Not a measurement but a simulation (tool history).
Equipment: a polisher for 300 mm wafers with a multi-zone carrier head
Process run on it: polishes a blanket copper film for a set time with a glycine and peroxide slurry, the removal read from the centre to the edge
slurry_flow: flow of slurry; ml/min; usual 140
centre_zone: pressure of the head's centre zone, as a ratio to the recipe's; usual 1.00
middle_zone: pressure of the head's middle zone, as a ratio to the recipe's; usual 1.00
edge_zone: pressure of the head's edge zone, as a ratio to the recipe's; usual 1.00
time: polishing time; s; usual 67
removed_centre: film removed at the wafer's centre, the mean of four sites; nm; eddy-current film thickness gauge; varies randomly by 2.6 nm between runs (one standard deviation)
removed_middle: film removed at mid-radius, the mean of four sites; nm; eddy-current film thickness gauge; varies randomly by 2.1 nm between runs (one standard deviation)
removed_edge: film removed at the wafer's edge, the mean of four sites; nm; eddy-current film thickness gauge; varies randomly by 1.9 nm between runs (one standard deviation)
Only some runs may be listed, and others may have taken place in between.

run,hour,slurry_flow,centre_zone,middle_zone,edge_zone,time,wafers since the last listed run,wafers polished on this pad,hours since the slurry nozzle was cleaned,hours since the centre zone pressure was calibrated,hours since the edge zone pressure was calibrated,hours since the carrier head's membrane was replaced,"incoming thickness of the incoming film, nm",removed_centre,removed_middle,removed_edge
1,0.0,140,1.00,0.91,1.00,67,0,1017,434.8,889.9,930.8,1321.5,2021.5,294.0,273.5,292.7
# hour 4.7: worn pad replaced by a new one
2,25.0,140,1.00,0.91,1.00,67,213,206,459.8,914.9,955.8,1346.5,2017.8,301.4,288.1,305.6
3,56.6,140,1.00,1.00,1.00,67,321,528,491.4,946.5,987.4,1378.1,1976.5,301.3,300.3,302.5
4,79.6,140,1.00,1.00,1.00,67,234,762,514.4,969.5,1010.4,1401.1,1981.1,299.2,297.0,301.9
5,112.1,140,1.00,1.00,1.00,83,330,1093,546.9,1002.0,1042.9,1433.6,1992.3,362.9,366.2,359.9
# hour 119.0: worn pad replaced by a new one
6,139.8,140,1.00,1.00,1.00,83,241,211,574.6,1029.7,1070.6,1461.3,1994.5,371.5,379.2,373.5
# hour 149.8: carrier head's membrane replaced by a new one
7,165.2,140,1.00,1.00,1.00,83,207,418,600.0,1055.1,1096.0,15.4,2030.8,377.0,378.2,374.7
8,194.9,140,1.00,1.00,1.00,80,302,720,629.7,1084.8,1125.7,45.1,2003.8,354.8,353.4,352.4
9,207.4,140,1.00,1.00,1.00,80,127,848,642.2,1097.3,1138.2,57.6,1989.6,350.8,354.3,355.6
# hour 213.0: slurry nozzle cleaned
10,237.0,140,1.00,1.00,1.00,80,290,1139,24.0,1126.9,1167.8,87.2,2003.4,348.9,344.1,341.8
# hour 241.8: worn pad replaced by a new one
11,252.1,140,1.00,1.00,1.00,67,112,104,39.1,1142.0,1182.9,102.3,1999.2,305.8,304.2,305.0
# hour 256.2: edge zone pressure recalibrated
12,269.3,160,1.03,1.00,1.00,67,154,259,56.3,1159.2,13.1,119.5,2001.7,317.6,306.7,306.0
13,303.2,125,1.00,1.00,1.07,67,344,604,90.2,1193.1,47.0,153.4,2006.7,294.0,295.1,308.7
14,328.6,140,1.05,0.94,1.00,67,258,862,115.6,1218.5,72.4,178.8,2005.4,310.4,284.7,298.7
15,343.2,95,1.00,0.90,1.00,67,148,1011,130.2,1233.1,87.0,193.4,1996.3,277.5,258.2,282.5

Run 16 is up next; what results do you expect?
# hour 347.8: worn pad replaced by a new one
# hour 354.7: centre zone pressure recalibrated
16,375.7,140,1.00,1.00,1.00,90,269,263,162.7,21.0,119.5,225.9,2013.9,?,?,?

removed_centre: 406.2 nm
removed_middle: 411.4 nm
removed_edge: 410.4 nm
Minus the tool's unlogged condition, the same run would have read removed_centre 408.1 nm, removed_middle 413.4 nm, removed_edge 412.4 nm.
